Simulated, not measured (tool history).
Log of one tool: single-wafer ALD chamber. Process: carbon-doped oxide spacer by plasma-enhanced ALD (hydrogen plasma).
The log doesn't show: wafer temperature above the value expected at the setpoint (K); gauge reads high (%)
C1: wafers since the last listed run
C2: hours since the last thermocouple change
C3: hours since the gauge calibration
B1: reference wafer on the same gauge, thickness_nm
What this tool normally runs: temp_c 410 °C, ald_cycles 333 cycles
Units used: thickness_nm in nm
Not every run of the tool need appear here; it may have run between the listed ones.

run 1 hour=0.0 | temp_c=410 ald_cycles=333 | C1=0 C2=362.3 C3=811.2 | B1=13.000 | thickness_nm=15.899
run 2 hour=102.6 | temp_c=410 ald_cycles=376 | C1=103 C2=464.9 C3=913.8 | B1=12.997 | thickness_nm=18.040
-- hour=177.3 gauge calibrated
run 3 hour=198.8 | temp_c=410 ald_cycles=376 | C1=97 C2=561.1 C3=21.5 | B1=12.996 | thickness_nm=17.945
run 4 hour=260.1 | temp_c=410 ald_cycles=289 | C1=61 C2=622.4 C3=82.8 | B1=12.998 | thickness_nm=13.891
run 5 hour=334.6 | temp_c=420 ald_cycles=333 | C1=75 C2=696.9 C3=157.3 | B1=12.993 | thickness_nm=15.343
run 6 hour=423.1 | temp_c=420 ald_cycles=333 | C1=89 C2=785.4 C3=245.8 | B1=13.008 | thickness_nm=15.279
run 7 hour=501.4 | temp_c=410 ald_cycles=333 | C1=78 C2=863.7 C3=324.1 | B1=13.000 | thickness_nm=15.936
run 8 hour=569.5 | temp_c=410 ald_cycles=333 | C1=68 C2=931.8 C3=392.2 | B1=12.996 | thickness_nm=15.828
run 9 hour=629.0 | temp_c=410 ald_cycles=333 | C1=60 C2=991.3 C3=451.7 | B1=13.009 | thickness_nm=15.972
run 10 hour=690.5 | temp_c=410 ald_cycles=333 | C1=62 C2=1052.8 C3=513.2 | B1=13.000 | thickness_nm=15.868
run 11 hour=739.4 | temp_c=410 ald_cycles=333 | C1=49 C2=1101.7 C3=562.1 | B1=13.000 | thickness_nm=15.841
-- hour=747.5 thermocouple changed; heater temperature recalibrated
run 12 hour=789.2 | temp_c=410 ald_cycles=333 | C1=42 C2=41.7 C3=611.9 | B1=12.990 | thickness_nm=15.727
run 13 hour=880.7 | temp_c=410 ald_cycles=354 | C1=92 C2=133.2 C3=703.4 | B1=13.013 | thickness_nm=16.708
run 14 hour=957.1 | temp_c=398 ald_cycles=333 | C1=77 C2=209.6 C3=779.8 | B1=13.012 | thickness_nm=16.479
-- hour=984.9 thermocouple changed; heater temperature recalibrated, repeated, since the last time left the tool worse
-- hour=988.1 gauge calibrated
run 15 hour=1031.3 | temp_c=410 ald_cycles=386 | C1=66 C2=46.4 C3=43.2 | B1=13.004 | thickness_nm=18.619
run 16 hour=1131.1 | temp_c=406 ald_cycles=282 | C1=100 C2=146.2 C3=143.0 | B1=12.987 | thickness_nm=13.825
run 17 hour=1215.6 | temp_c=396 ald_cycles=396 | C1=85 C2=230.7 C3=227.5 | B1=13.004 | thickness_nm=19.670
run 18 hour=1294.1 | temp_c=410 ald_cycles=333 | C1=79 C2=309.2 C3=306.0 | B1=13.010 | thickness_nm=15.973
run 19 hour=1354.1 | temp_c=419 ald_cycles=394 | C1=60 C2=369.2 C3=366.0 | B1=13.005 | thickness_nm=18.392
run 20 hour=1427.8 | temp_c=410 ald_cycles=293 | C1=74 C2=442.9 C3=439.7 | B1=13.005 | thickness_nm=14.125

Same runs, no hidden state in the tool, same run-to-run variation:
run=1 thickness_nm=16.020
run=2 thickness_nm=18.198
run=3 thickness_nm=18.123
run=4 thickness_nm=14.039
run=5 thickness_nm=15.527
run=6 thickness_nm=15.479
run=7 thickness_nm=16.153
run=8 thickness_nm=16.056
run=9 thickness_nm=16.214
run=10 thickness_nm=16.120
run=11 thickness_nm=16.102
run=12 thickness_nm=16.135
run=13 thickness_nm=17.161
run=14 thickness_nm=16.737
run=15 thickness_nm=18.638
run=16 thickness_nm=13.855
run=17 thickness_nm=19.670
run=18 thickness_nm=16.039
run=19 thickness_nm=18.483
run=20 thickness_nm=14.205

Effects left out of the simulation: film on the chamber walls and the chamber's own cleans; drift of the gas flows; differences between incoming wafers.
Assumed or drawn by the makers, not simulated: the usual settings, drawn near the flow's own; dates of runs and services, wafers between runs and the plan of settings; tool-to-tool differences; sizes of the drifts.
